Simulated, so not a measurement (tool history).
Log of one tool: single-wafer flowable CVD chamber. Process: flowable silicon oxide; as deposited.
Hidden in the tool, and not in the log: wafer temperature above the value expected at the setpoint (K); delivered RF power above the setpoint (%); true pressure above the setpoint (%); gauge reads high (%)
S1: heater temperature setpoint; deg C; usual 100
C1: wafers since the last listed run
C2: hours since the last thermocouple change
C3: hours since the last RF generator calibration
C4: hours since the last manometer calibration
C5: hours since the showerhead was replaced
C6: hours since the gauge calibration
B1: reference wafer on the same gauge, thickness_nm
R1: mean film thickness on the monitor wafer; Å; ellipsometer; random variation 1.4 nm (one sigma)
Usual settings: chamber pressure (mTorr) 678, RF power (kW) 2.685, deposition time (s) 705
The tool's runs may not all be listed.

Run 1, hour 0.0: usual settings; C1 0; C2 82.1; C3 1509.8; C4 2347.5; C5 5160.0; C6 1855.1; B1 336.458. Result: R1 3015.08 Å.
Run 2, hour 36.5: usual settings; C1 115; C2 118.6; C3 1546.3; C4 2384.0; C5 5196.5; C6 1891.6; B1 337.407. Result: R1 3004.19 Å.
Run 3, hour 65.7: usual settings; C1 92; C2 147.8; C3 1575.5; C4 2413.2; C5 5225.7; C6 1920.8; B1 336.610. Result: R1 2995.34 Å.
Run 4, hour 111.1: usual settings but deposition time (s) 670; C1 143; C2 193.2; C3 1620.9; C4 2458.6; C5 5271.1; C6 1966.2; B1 336.854. Result: R1 2812.55 Å.
Run 5, hour 165.4: usual settings but deposition time (s) 670; C1 171; C2 247.5; C3 1675.2; C4 2512.9; C5 5325.4; C6 2020.5; B1 337.113. Result: R1 2809.41 Å.
Run 6, hour 206.6: usual settings; C1 130; C2 288.7; C3 1716.4; C4 2554.1; C5 5366.6; C6 2061.7; B1 336.343. Result: R1 2945.75 Å.
Run 7, hour 237.0: usual settings but RF power (kW) 3.115; C1 95; C2 319.1; C3 1746.8; C4 2584.5; C5 5397.0; C6 2092.1; B1 337.276. Result: R1 2985.19 Å.
Run 8, hour 266.7: usual settings but S1 86 deg C; C1 93; C2 348.8; C3 1776.5; C4 2614.2; C5 5426.7; C6 2121.8; B1 337.134. Result: R1 4420.25 Å.
Run 9, hour 313.7: usual settings; C1 148; C2 395.8; C3 1823.5; C4 2661.2; C5 5473.7; C6 2168.8; B1 336.413. Result: R1 2925.92 Å.
Run 10, hour 360.5: usual settings but S1 108 deg C, chamber pressure (mTorr) 566, RF power (kW) 2.890; C1 147; C2 442.6; C3 1870.3; C4 2708.0; C5 5520.5; C6 2215.6; B1 336.567. Result: R1 1944.08 Å.
Run 11, hour 413.0: usual settings but S1 89 deg C, deposition time (s) 759; C1 165; C2 495.1; C3 1922.8; C4 2760.5; C5 5573.0; C6 2268.1; B1 337.050. Result: R1 4325.11 Å.
At hour 424.8: gauge calibrated.
Run 12, hour 452.1: usual settings but S1 96 deg C, chamber pressure (mTorr) 817, RF power (kW) 2.490; C1 123; C2 534.2; C3 1961.9; C4 2799.6; C5 5612.1; C6 27.3; B1 337.293. Result: R1 3890.61 Å.
Run 13, hour 501.0: usual settings but RF power (kW) 2.420; C1 154; C2 583.1; C3 2010.8; C4 2848.5; C5 5661.0; C6 76.2; B1 336.627. Result: R1 2819.98 Å.
Run 14, hour 569.4: usual settings but chamber pressure (mTorr) 514; C1 215; C2 651.5; C3 2079.2; C4 2916.9; C5 5729.4; C6 144.6; B1 337.094. Result: R1 2177.27 Å.
Run 15, hour 596.7: usual settings but chamber pressure (mTorr) 544, deposition time (s) 576; C1 86; C2 678.8; C3 2106.5; C4 2944.2; C5 5756.7; C6 171.9; B1 337.056. Result: R1 1890.11 Å.
At hour 638.6: capacitance manometer re-zeroed and calibrated.
Run 16, hour 648.6: usual settings but S1 92 deg C, chamber pressure (mTorr) 776, deposition time (s) 588; C1 138; C2 730.7; C3 2158.4; C4 10.0; C5 5808.6; C6 223.8; B1 337.440. Result: R1 3697.23 Å.
Run 17, hour 712.0: usual settings but S1 91 deg C; C1 200; C2 794.1; C3 2221.8; C4 73.4; C5 5872.0; C6 287.2; B1 337.251. Result: R1 3930.60 Å.
At hour 720.1: showerhead replaced.
At hour 722.3: RF generator calibrated.
Run 18, hour 766.4: usual settings but chamber pressure (mTorr) 630; C1 139; C2 848.5; C3 44.1; C4 127.8; C5 46.3; C6 341.6; B1 337.214. Result: R1 2824.15 Å.
Run 19, hour 800.5: usual settings but S1 106 deg C, RF power (kW) 2.460; C1 107; C2 882.6; C3 78.2; C4 161.9; C5 80.4; C6 375.7; B1 336.915. Result: R1 2495.32 Å.
Run 20, hour 870.3: usual settings but RF power (kW) 2.360; C1 220; C2 952.4; C3 148.0; C4 231.7; C5 150.2; C6 445.5; B1 337.391. Result: R1 2940.22 Å.
Run 21, hour 899.4: usual settings; C1 91; C2 981.5; C3 177.1; C4 260.8; C5 179.3; C6 474.6; B1 336.939. Result: R1 3012.26 Å.
Run 22, hour 963.6: usual settings but chamber pressure (mTorr) 516, RF power (kW) 2.480, deposition time (s) 828; C1 202; C2 1045.7; C3 241.3; C4 325.0; C5 243.5; C6 538.8; B1 337.075. Result: R1 2671.56 Å.
Run 23, hour 1044.3: usual settings but S1 92 deg C, chamber pressure (mTorr) 593, RF power (kW) 2.510, deposition time (s) 845; C1 254; C2 1126.4; C3 322.0; C4 405.7; C5 324.2; C6 619.5; B1 337.024. Result: R1 3932.19 Å.
Run 24, hour 1085.3: usual settings but S1 95 deg C, chamber pressure (mTorr) 604; C1 129; C2 1167.4; C3 363.0; C4 446.7; C5 365.2; C6 660.5; B1 337.282. Result: R1 3091.45 Å.
Run 25, hour 1122.2: usual settings; C1 116; C2 1204.3; C3 399.9; C4 483.6; C5 402.1; C6 697.4; B1 336.806. Result: R1 2986.56 Å.
Run 26, hour 1149.7: usual settings; C1 86; C2 1231.8; C3 427.4; C4 511.1; C5 429.6; C6 724.9; B1 337.213. Result: R1 2982.07 Å.

Forecast run 27:
Run 27, hour 1195.2: usual settings but S1 111 deg C, chamber pressure (mTorr) 822, RF power (kW) 2.495, deposition time (s) 659; C1 143; C2 1277.3; C3 472.9; C4 556.6; C5 475.1; C6 770.4; B1 ?. Result: R1 ?.

Run 27 gave B1 336.434, R1 2432.82 Å.
Without the tool's hidden state the same run would have given R1 2578.52 Å.
